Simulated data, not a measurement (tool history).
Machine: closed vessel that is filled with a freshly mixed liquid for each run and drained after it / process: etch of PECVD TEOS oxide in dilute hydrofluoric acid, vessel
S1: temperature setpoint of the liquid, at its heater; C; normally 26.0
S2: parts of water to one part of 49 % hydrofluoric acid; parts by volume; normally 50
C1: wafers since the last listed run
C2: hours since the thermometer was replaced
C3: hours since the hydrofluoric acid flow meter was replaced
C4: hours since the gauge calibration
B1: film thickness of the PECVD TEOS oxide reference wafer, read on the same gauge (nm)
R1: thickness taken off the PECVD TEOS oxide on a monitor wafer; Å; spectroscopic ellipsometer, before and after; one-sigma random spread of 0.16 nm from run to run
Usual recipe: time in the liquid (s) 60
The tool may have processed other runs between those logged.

Run 1, hour 0.0: usual settings but S1 29.5 C; C1 0; C2 1644.8; C3 1127.7; C4 1385.0; B1 140.00. Result: R1 238.3 Å.
Run 2, hour 53.0: usual settings but S1 29.5 C; C1 3438; C2 1697.8; C3 1180.7; C4 1438.0; B1 139.97. Result: R1 235.2 Å.
Run 3, hour 79.3: usual settings; C1 1706; C2 1724.1; C3 1207.0; C4 1464.3; B1 139.97. Result: R1 204.6 Å.
Run 4, hour 104.8: usual settings; C1 1654; C2 1749.6; C3 1232.5; C4 1489.8; B1 140.01. Result: R1 206.6 Å.
Run 5, hour 136.0: usual settings but S2 40 parts by volume; C1 2024; C2 1780.8; C3 1263.7; C4 1521.0; B1 139.98. Result: R1 257.1 Å.
Run 6, hour 162.6: usual settings but S1 24.0 C; C1 1725; C2 1807.4; C3 1290.3; C4 1547.6; B1 139.98. Result: R1 191.0 Å.
Run 7, hour 208.6: usual settings; C1 2984; C2 1853.4; C3 1336.3; C4 1593.6; B1 140.02. Result: R1 206.8 Å.
Run 8, hour 263.8: usual settings; C1 3581; C2 1908.6; C3 1391.5; C4 1648.8; B1 140.00. Result: R1 208.6 Å.
Run 9, hour 302.9: usual settings; C1 2536; C2 1947.7; C3 1430.6; C4 1687.9; B1 139.99. Result: R1 205.9 Å.
Run 10, hour 334.6: usual settings but time in the liquid (s) 70; C1 2056; C2 1979.4; C3 1462.3; C4 1719.6; B1 140.00. Result: R1 238.2 Å.
Run 11, hour 364.0: usual settings but time in the liquid (s) 70; C1 1907; C2 2008.8; C3 1491.7; C4 1749.0; B1 139.99. Result: R1 239.1 Å.
Run 12, hour 394.9: usual settings; C1 2004; C2 2039.7; C3 1522.6; C4 1779.9; B1 139.93. Result: R1 203.8 Å.
Run 13, hour 438.3: usual settings but S1 30.0 C, S2 25 parts by volume, time in the liquid (s) 80; C1 2815; C2 2083.1; C3 1566.0; C4 1823.3; B1 140.05. Result: R1 657.9 Å.
Run 14, hour 501.4: usual settings but S2 75 parts by volume; C1 4093; C2 2146.2; C3 1629.1; C4 1886.4; B1 140.01. Result: R1 131.9 Å.
At hour 503.6: hydrofluoric acid flow meter replaced.
Run 15, hour 570.7: usual settings but S1 21.5 C, S2 65 parts by volume, time in the liquid (s) 40; C1 4430; C2 2215.5; C3 67.1; C4 1955.7; B1 139.99. Result: R1 84.8 Å.
Run 16, hour 715.3: usual settings but S1 23.0 C, S2 35 parts by volume, time in the liquid (s) 90; C1 9380; C2 2360.1; C3 211.7; C4 2100.3; B1 140.02. Result: R1 389.5 Å.
Run 17, hour 751.7: usual settings but S2 35 parts by volume; C1 2361; C2 2396.5; C3 248.1; C4 2136.7; B1 140.04. Result: R1 298.6 Å.
At hour 799.9: gauge calibrated.
Run 18, hour 816.3: usual settings; C1 4190; C2 2461.1; C3 312.7; C4 16.4; B1 140.01. Result: R1 201.7 Å.
Run 19, hour 854.6: usual settings; C1 2484; C2 2499.4; C3 351.0; C4 54.7; B1 140.03. Result: R1 203.7 Å.
Run 20, hour 896.2: usual settings but S1 30.5 C, S2 70 parts by volume; C1 2698; C2 2541.0; C3 392.6; C4 96.3; B1 139.97. Result: R1 166.6 Å.
At hour 901.0: thermometer replaced.
Run 21, hour 950.3: usual settings; C1 3444; C2 49.3; C3 446.7; C4 150.4; B1 140.00. Result: R1 197.3 Å.
Run 22, hour 1014.4: usual settings but S2 60 parts by volume, time in the liquid (s) 85; C1 4158; C2 113.4; C3 510.8; C4 214.5; B1 139.96. Result: R1 229.4 Å.
Run 23, hour 1067.8: usual settings; C1 3464; C2 166.8; C3 564.2; C4 267.9; B1 139.99. Result: R1 196.6 Å.
Run 24, hour 1137.7: usual settings but time in the liquid (s) 40; C1 4534; C2 236.7; C3 634.1; C4 337.8; B1 140.01. Result: R1 130.8 Å.
Run 25, hour 1182.3: usual settings but S1 30.5 C, S2 35 parts by volume, time in the liquid (s) 40; C1 2893; C2 281.3; C3 678.7; C4 382.4; B1 140.02. Result: R1 225.6 Å.
Run 26, hour 1235.3: usual settings but time in the liquid (s) 75; C1 3438; C2 334.3; C3 731.7; C4 435.4; B1 139.97. Result: R1 241.0 Å.
Run 27, hour 1300.8: usual settings; C1 4249; C2 399.8; C3 797.2; C4 500.9; B1 139.98. Result: R1 193.9 Å.
Run 28, hour 1355.2: usual settings; C1 3529; C2 454.2; C3 851.6; C4 555.3; B1 139.99. Result: R1 193.3 Å.
At hour 1379.6: thermometer replaced, repeated, since the last time left the tool worse.
Run 29, hour 1392.1: usual settings; C1 2329; C2 12.5; C3 888.5; C4 592.2; B1 139.99. Result: R1 212.4 Å.
Run 30, hour 1435.6: usual settings but S1 29.0 C; C1 2822; C2 56.0; C3 932.0; C4 635.7; B1 139.99. Result: R1 241.6 Å.
Run 31, hour 1499.9: usual settings but S1 28.5 C, S2 60 parts by volume; C1 4171; C2 120.3; C3 996.3; C4 700.0; B1 139.99. Result: R1 191.5 Å.
Run 32, hour 1568.1: usual settings but S1 24.0 C, time in the liquid (s) 80; C1 4424; C2 188.5; C3 1064.5; C4 768.2; B1 140.03. Result: R1 260.7 Å.
Run 33, hour 1658.1: usual settings; C1 5838; C2 278.5; C3 1154.5; C4 858.2; B1 140.01. Result: R1 212.4 Å.
Run 34, hour 1705.9: usual settings but S1 27.5 C, S2 45 parts by volume, time in the liquid (s) 45; C1 3101; C2 326.3; C3 1202.3; C4 906.0; B1 139.97. Result: R1 187.5 Å.

Below are 3 alternative next runs, each starting from the tool's condition after run 34. Predict each:
Run A, hour 1706.6: usual settings; C1 45; C2 327.0; C3 1203.0; C4 906.7; B1 ?. Result: R1 ?.
Run B, hour 1706.6: usual settings but S1 30.0 C, S2 60 parts by volume, time in the liquid (s) 40; C1 45; C2 327.0; C3 1203.0; C4 906.7; B1 ?. Result: R1 ?.
Run C, hour 1706.6: usual settings but S2 25 parts by volume; C1 45; C2 327.0; C3 1203.0; C4 906.7; B1 ?. Result: R1 ?.

run      B1     R1
  A  140.06  213.2
  B  140.06  136.9
  C  140.06  441.5
With no hidden state in the tool, these same runs would have given:
run     R1
  A  216.8
  B  139.1
  C  449.1
